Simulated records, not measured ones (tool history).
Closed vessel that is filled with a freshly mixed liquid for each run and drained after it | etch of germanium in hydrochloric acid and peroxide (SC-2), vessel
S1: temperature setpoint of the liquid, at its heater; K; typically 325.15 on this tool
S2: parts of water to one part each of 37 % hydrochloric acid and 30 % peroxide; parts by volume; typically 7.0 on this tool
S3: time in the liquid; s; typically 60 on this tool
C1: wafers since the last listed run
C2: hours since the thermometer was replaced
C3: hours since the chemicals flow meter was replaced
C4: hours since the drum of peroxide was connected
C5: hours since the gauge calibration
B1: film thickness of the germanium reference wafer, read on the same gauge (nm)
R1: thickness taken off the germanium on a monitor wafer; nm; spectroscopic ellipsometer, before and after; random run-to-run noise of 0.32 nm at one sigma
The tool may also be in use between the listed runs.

run    hour      S1    S2  S3     C1      C2      C3      C4      C5     B1      R1
  1     0.0  320.65   7.0  75      0   617.2  1099.9   885.4   738.4  80.00  168.76
  2    47.2  320.65   7.0  75   5754   664.4  1147.1   932.6   785.6  80.00  168.30
  3   115.5  318.15   7.0  35   8326   732.7  1215.4  1000.9   853.9  79.99   72.83
  4   158.6  318.15   7.0  35   5254   775.8  1258.5  1044.0   897.0  80.02   72.55
  5   219.3  329.65   7.0  60   7400   836.5  1319.2  1104.7   957.7  79.99  178.96
  6   281.7  325.15   7.0  60   7607   898.9  1381.6  1167.1  1020.1  79.99  155.40
  7   331.4  325.15   7.0  60   6059   948.6  1431.3  1216.8  1069.8  79.98  155.16
  8   500.6  325.15   7.0  60  20628  1117.8  1600.5  1386.0  1239.0  80.00  154.78
  9   554.3  329.15   7.0  60   6546  1171.5  1654.2  1439.7  1292.7  79.99  175.71
 10   613.6  319.65   5.0  60   7229  1230.8  1713.5  1499.0  1352.0  80.00  132.75
      637.9  -- gauge calibrated
      658.1  -- new drum of peroxide connected
      697.2  -- chemicals flow meter replaced
 11   769.1  319.65   5.0  60  18714  1386.3    71.9   111.0   131.2  79.95  133.90
 12   798.5  325.15   7.0  60   3584  1415.7   101.3   140.4   160.6  79.99  157.22
 13   867.4  325.15   7.0  60   8400  1484.6   170.2   209.3   229.5  79.98  157.21
 14   917.7  333.65   4.5  90   6132  1534.9   220.5   259.6   279.8  79.99  312.61
 15   962.2  325.15   7.0  75   5425  1579.4   265.0   304.1   324.3  80.01  196.89
 16  1024.6  331.65   5.0  60   7607  1641.8   327.4   366.5   386.7  79.96  194.91
 17  1085.4  325.15   7.0  60   7412  1702.6   388.2   427.3   447.5  79.99  156.97
 18  1144.8  325.15   7.0  75   7241  1762.0   447.6   486.7   506.9  80.00  196.16
     1159.5  -- thermometer replaced
 19  1201.0  332.65   7.0  80   6729    41.5   503.8   542.9   563.1  79.96  261.66
 20  1269.1  321.15   7.0  60   8302   109.6   571.9   611.0   631.2  80.01  137.78
 21  1303.3  325.15   7.0  60   4169   143.8   606.1   645.2   665.4  80.00  156.90
 22  1405.2  322.15   7.0  40  12423   245.7   708.0   747.1   767.3  80.00   94.76
 23  1458.7  325.15   7.0  60   6522   299.2   761.5   800.6   820.8  79.98  156.44
 24  1518.3  319.65   6.0  60   7266   358.8   821.1   860.2   880.4  79.98  132.65
 25  1563.1  332.15   7.0  35   5461   403.6   865.9   905.0   925.2  79.98  112.65
 26  1626.5  319.65   7.0  85   7729   467.0   929.3   968.4   988.6  79.99  185.28
 27  1685.7  319.65  10.0  45   7217   526.2   988.5  1027.6  1047.8  80.03   95.01
 28  1713.5  320.65   5.5  80   3389   554.0  1016.3  1055.4  1075.6  79.99  182.03
 29  1769.8  319.15   8.5  60   6863   610.3  1072.6  1111.7  1131.9  80.00  126.86

Hidden state at the last listed run before each entry between runs and at the first one after, where it differs:
Run 10 -> run 11: gauge calibrated (hour 637.9); new drum of peroxide connected (hour 658.1); chemicals flow meter replaced (hour 697.2)
  chemicals flow below the setpoint (%): 12.8 -> 3.29; peroxide weaker than its label (%): 9.45 -> 1.89
  measured minus no-state result, R1: -1.40 -> -0.25 nm
Run 18 -> run 19: thermometer replaced (hour 1159.5)
  chemicals flow below the setpoint (%): 5.73 -> 6.1; peroxide weaker than its label (%): 3.98 -> 4.29
  measured minus no-state result, R1: -1.44 -> -2.32 nm
